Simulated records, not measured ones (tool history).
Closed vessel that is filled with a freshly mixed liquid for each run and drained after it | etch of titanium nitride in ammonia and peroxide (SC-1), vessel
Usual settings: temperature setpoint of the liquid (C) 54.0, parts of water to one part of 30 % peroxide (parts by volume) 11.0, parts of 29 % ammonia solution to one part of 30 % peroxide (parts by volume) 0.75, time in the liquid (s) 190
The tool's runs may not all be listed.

run	day	temperature setpoint of the liquid (C)	parts of water to one part of 30 % peroxide (parts by volume)	parts of 29 % ammonia solution to one part of 30 % peroxide (parts by volume)	time in the liquid (s)	wafers since the last listed run	hours since the thermometer was replaced	hours since the ammonia flow meter was replaced	hours since the drum of ammonia solution was connected	hours since the gauge calibration	read-back film thickness of the titanium nitride reference wafer, read on the same gauge (nm)	thickness taken off the titanium nitride on a monitor wafer (angstrom)
1	0.000	57.0	11.0	0.75	190	0	542.4	209.9	509.0	1545.2	90.02	206.0
2	1.908	57.0	11.0	0.75	190	3315	588.2	255.7	554.8	1591.0	90.04	205.8
3	4.721	57.0	11.0	0.75	190	4886	655.7	323.2	622.3	1658.5	90.01	204.6
# day 6.708: thermometer replaced
4	8.838	54.0	7.0	0.75	190	7079	51.1	422.0	721.1	1757.3	89.99	229.4
5	12.162	54.0	7.0	0.75	190	5776	130.9	501.8	800.9	1837.1	89.96	230.5
6	16.304	54.0	7.0	0.75	190	7195	230.3	601.2	900.3	1936.5	90.03	225.0
7	20.458	54.0	11.0	0.75	255	7216	330.0	700.9	1000.0	2036.2	89.98	233.5
# day 24.246: new drum of ammonia solution connected
# day 27.342: ammonia flow meter replaced
8	29.525	54.0	11.0	0.55	190	15606	547.6	52.4	126.7	2253.8	89.98	160.4
# day 31.275: thermometer replaced
9	31.496	44.0	11.0	1.10	190	3351	5.3	99.7	174.0	2301.1	89.98	97.8
10	34.550	62.0	16.0	0.50	85	5305	78.6	173.0	247.3	2374.4	90.00	106.3
11	36.246	54.0	11.0	0.75	190	2946	119.3	213.7	288.0	2415.1	90.02	180.4
12	38.642	54.0	11.0	0.75	100	4162	176.8	271.2	345.5	2472.6	90.02	95.0
# day 41.546: gauge calibrated
13	42.004	47.5	11.0	0.75	190	5841	257.5	351.9	426.2	11.0	90.01	111.7
14	45.838	54.0	8.0	0.75	245	6659	349.5	443.9	518.2	103.0	89.97	264.0
15	50.096	54.0	11.0	0.75	190	7397	451.7	546.1	620.4	205.2	90.00	171.0
16	54.558	57.0	13.5	0.75	155	7752	558.8	653.2	727.5	312.3	90.05	152.7
17	58.733	49.0	11.0	0.75	230	7253	659.0	753.4	827.7	412.5	89.99	139.9
# day 59.150: thermometer replaced
18	61.504	54.0	11.0	0.75	190	4741	56.5	819.9	894.2	479.0	89.97	182.5
# day 62.233: ammonia flow meter replaced
19	63.071	54.0	11.0	0.55	155	2649	94.1	20.1	931.8	516.6	89.99	140.3
# day 64.733: new drum of ammonia solution connected
20	67.417	47.5	11.0	0.50	190	7477	198.4	124.4	64.4	620.9	90.01	107.3
21	69.188	45.0	8.0	0.90	115	3076	240.9	166.9	106.9	663.4	90.00	68.8
22	73.408	54.0	11.0	0.75	190	7332	342.2	268.2	208.2	764.7	90.05	174.0
23	75.850	54.0	11.0	0.45	90	4241	400.8	326.8	266.8	823.3	89.98	75.1
24	78.021	54.0	6.5	0.75	190	3771	452.9	378.9	318.9	875.4	89.98	221.0
25	81.092	54.0	11.0	0.75	190	5334	526.6	452.6	392.6	949.1	89.97	169.1
26	85.333	54.0	14.0	0.75	190	7368	628.4	554.4	494.4	1050.9	90.01	146.6
27	86.846	54.0	11.0	0.75	235	2627	664.7	590.7	530.7	1087.2	90.00	202.3

Forecast each of these 4 alternatives for the next run:
A	86.875	48.5	11.0	0.75	190	50	665.4	591.4	531.4	1087.9	?	?
B	86.875	61.5	8.5	1.05	190	50	665.4	591.4	531.4	1087.9	?	?
C	86.875	51.0	6.0	0.90	130	50	665.4	591.4	531.4	1087.9	?	?
D	86.875	54.0	7.5	0.95	190	50	665.4	591.4	531.4	1087.9	?	?

run	read-back film thickness of the titanium nitride reference wafer, read on the same gauge (nm)	thickness taken off the titanium nitride on a monitor wafer (angstrom)
A	90.02	113.4
B	90.02	330.3
C	90.02	127.9
D	90.02	209.0
Without the tool's hidden state the same runs would have given:
run	thickness taken off the titanium nitride on a monitor wafer (angstrom)
A	128.4
B	370.6
C	144.6
D	235.7

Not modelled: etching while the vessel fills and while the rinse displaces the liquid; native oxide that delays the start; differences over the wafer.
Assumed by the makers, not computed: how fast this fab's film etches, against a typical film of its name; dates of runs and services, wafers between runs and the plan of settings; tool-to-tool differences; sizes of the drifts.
